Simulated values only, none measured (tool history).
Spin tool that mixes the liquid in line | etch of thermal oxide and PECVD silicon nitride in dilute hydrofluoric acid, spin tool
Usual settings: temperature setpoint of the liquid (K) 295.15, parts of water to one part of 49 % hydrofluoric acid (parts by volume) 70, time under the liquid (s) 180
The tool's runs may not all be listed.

run   hour  temperature setpoint of the liquid (K)  parts of water to one part of 49 % hydrofluoric acid (parts by volume)  time under the liquid (s)  read-back film thickness of the thermal oxide reference wafer, read on the same gauge (nm)  read-back film thickness of the PECVD silicon nitride reference wafer, read on the same gauge (nm)  thickness taken off the thermal oxide on a monitor wafer (angstrom)  thickness taken off the PECVD silicon nitride on a monitor wafer (angstrom)
  1    0.0                                  295.15                                                                      55                        180                                                                                      140.06                                                                                              120.01                                                                161.6                                                                        157.5
  2   36.4                                  295.15                                                                      55                        180                                                                                      140.01                                                                                              120.02                                                                161.5                                                                        155.8
  3   73.0                                  295.15                                                                      55                        180                                                                                      139.99                                                                                              119.99                                                                162.2                                                                        157.5
  4  143.3                                  292.65                                                                      70                        180                                                                                      140.02                                                                                              120.00                                                                112.2                                                                        104.8
  5  202.6                                  292.65                                                                      70                        180                                                                                      139.98                                                                                              120.01                                                                109.9                                                                        105.3
  6  247.8                                  295.15                                                                      60                        240                                                                                      139.99                                                                                              120.00                                                                194.4                                                                        192.6
  7  313.3                                  295.15                                                                      60                        240                                                                                      140.07                                                                                              120.04                                                                192.9                                                                        191.7
     314.8  -- thermometer replaced
  8  356.0                                  292.15                                                                      75                        180                                                                                      140.02                                                                                              120.00                                                                101.4                                                                         95.2
     386.7  -- hydrofluoric acid flow meter replaced
     403.9  -- gauge calibrated
  9  515.4                                  295.15                                                                      70                        115                                                                                      139.97                                                                                              120.01                                                                 80.2                                                                         79.5
 10  552.1                                  292.15                                                                      75                        180                                                                                      139.98                                                                                              119.99                                                                101.8                                                                         94.9
 11  577.1                                  295.15                                                                      55                         90                                                                                      140.02                                                                                              119.98                                                                 80.4                                                                         79.7
 12  623.8                                  299.15                                                                      70                        100                                                                                      140.01                                                                                              120.02                                                                 80.3                                                                         89.7
 13  671.8                                  290.15                                                                      45                        280                                                                                      140.02                                                                                              119.98                                                                250.2                                                                        209.7
 14  724.9                                  291.15                                                                     100                        180                                                                                      139.95                                                                                              119.99                                                                 70.3                                                                         65.5
 15  787.5                                  292.15                                                                      70                         70                                                                                      139.96                                                                                              120.00                                                                 42.5                                                                         39.5
 16  838.6                                  292.15                                                                      85                        280                                                                                      140.07                                                                                              120.03                                                                138.7                                                                        128.7
 17  885.8                                  297.15                                                                      45                         95                                                                                      140.06                                                                                              120.00                                                                114.5                                                                        115.6

Forecast each of these 3 alternatives for the next run:
  A  886.3                                  295.15                                                                      70                        180                                                                                           ?                                                                                                   ?                                                                    ?                                                                            ?
  B  886.3                                  293.65                                                                      90                        120                                                                                           ?                                                                                                   ?                                                                    ?                                                                            ?
  C  886.3                                  299.15                                                                      50                        180                                                                                           ?                                                                                                   ?                                                                    ?                                                                            ?

run  read-back film thickness of the thermal oxide reference wafer, read on the same gauge (nm)  read-back film thickness of the PECVD silicon nitride reference wafer, read on the same gauge (nm)  thickness taken off the thermal oxide on a monitor wafer (angstrom)  thickness taken off the PECVD silicon nitride on a monitor wafer (angstrom)
  A                                                                                      139.99                                                                                              120.03                                                                124.1                                                                        125.3
  B                                                                                      139.99                                                                                              120.03                                                                 59.1                                                                         59.0
  C                                                                                      139.99                                                                                              120.03                                                                210.0                                                                        228.1
Without the tool's hidden state the same runs would have given:
run  thickness taken off the thermal oxide on a monitor wafer (angstrom)  thickness taken off the PECVD silicon nitride on a monitor wafer (angstrom)
  A                                                                124.1                                                                        125.3
  B                                                                 59.1                                                                         59.0
  C                                                                210.0                                                                        228.1
